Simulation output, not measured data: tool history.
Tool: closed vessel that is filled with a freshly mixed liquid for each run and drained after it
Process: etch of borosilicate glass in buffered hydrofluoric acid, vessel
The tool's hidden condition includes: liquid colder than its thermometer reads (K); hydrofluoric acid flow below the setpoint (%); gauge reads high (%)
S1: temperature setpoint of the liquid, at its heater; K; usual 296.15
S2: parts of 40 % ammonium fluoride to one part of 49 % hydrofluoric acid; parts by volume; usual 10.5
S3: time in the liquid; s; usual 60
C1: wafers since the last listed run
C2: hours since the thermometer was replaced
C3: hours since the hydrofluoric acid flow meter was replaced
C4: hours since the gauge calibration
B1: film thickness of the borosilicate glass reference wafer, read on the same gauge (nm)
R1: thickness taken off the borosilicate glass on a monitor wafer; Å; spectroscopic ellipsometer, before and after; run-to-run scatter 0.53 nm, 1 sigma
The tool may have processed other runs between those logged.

run,day,S1,S2,S3,C1,C2,C3,C4,B1,R1
1,0.000,296.15,8.0,60,0,2504.4,1384.5,531.3,50.02,745.0
2,2.371,296.15,8.0,60,7212,2561.3,1441.4,588.2,50.03,753.9
# day 4.179: gauge calibrated
3,5.304,296.15,8.0,60,8923,2631.7,1511.8,27.0,49.99,746.8
4,7.162,298.15,8.0,60,5653,2676.3,1556.4,71.6,50.00,823.7
5,8.446,298.15,8.0,60,3904,2707.1,1587.2,102.4,49.98,835.8
6,11.212,296.15,10.5,60,8416,2773.5,1653.6,168.8,50.01,584.9
7,13.821,296.15,10.5,60,7935,2836.1,1716.2,231.4,50.05,575.2
8,16.017,296.15,12.5,60,6680,2888.8,1768.9,284.1,50.00,480.6
9,18.238,296.15,12.5,60,6756,2942.1,1822.2,337.4,49.97,488.6
# day 19.288: thermometer replaced
10,19.408,296.15,10.5,60,3435,2.9,1850.3,365.5,49.99,579.1
# day 20.979: hydrofluoric acid flow meter replaced
11,22.338,296.15,10.5,60,8784,73.2,32.6,435.8,49.94,642.8
12,25.238,296.15,8.5,90,8822,142.8,102.2,505.4,49.98,1150.1
13,27.008,296.15,10.5,90,5387,185.3,144.7,547.9,50.01,956.1
14,29.425,296.15,13.0,60,7352,243.3,202.7,605.9,50.07,507.6
15,30.675,296.15,10.5,60,3802,273.3,232.7,635.9,49.98,630.8
16,32.062,291.15,7.0,60,4221,306.6,266.0,669.2,50.00,725.0
17,33.171,296.15,10.5,60,3371,333.2,292.6,695.8,50.02,621.7
# day 34.654: gauge calibrated
18,35.812,296.15,6.5,75,8036,396.6,356.0,27.8,49.98,1231.1
19,37.796,298.65,10.5,60,6033,444.2,403.6,75.4,50.01,720.2
20,40.562,294.65,9.0,75,8416,510.6,470.0,141.8,50.04,834.9
21,42.704,296.15,10.5,60,6515,562.0,521.4,193.2,49.99,629.7
22,44.062,296.15,10.5,45,4132,594.6,554.0,225.8,50.01,458.0

Selected run-to-run steps in R1, each split into two signed amounts: the part the tool would show with no hidden state at all (from settings, incoming material and random variation), and the remainder, which goes to the hidden state together with any gauge scatter not common to the measured and the hidden-state-free results:
Run 5 -> 6: S1 298.15 -> 296.15, S2 8.0 -> 10.5. R1 -250.9 Å: hidden state +38.7, all else -289.6.
Run 10 -> 11: hydrofluoric acid flow meter replaced. R1 +63.7 Å: hidden state +67.5, all else -3.8.
Run 17 -> 18: S2 10.5 -> 6.5, S3 60 -> 75, gauge calibrated. R1 +609.4 Å: hidden state -22.5, all else +631.9.
Run 18 -> 19: S1 296.15 -> 298.65, S2 6.5 -> 10.5, S3 75 -> 60. R1 -510.9 Å: hidden state +13.8, all else -524.7.
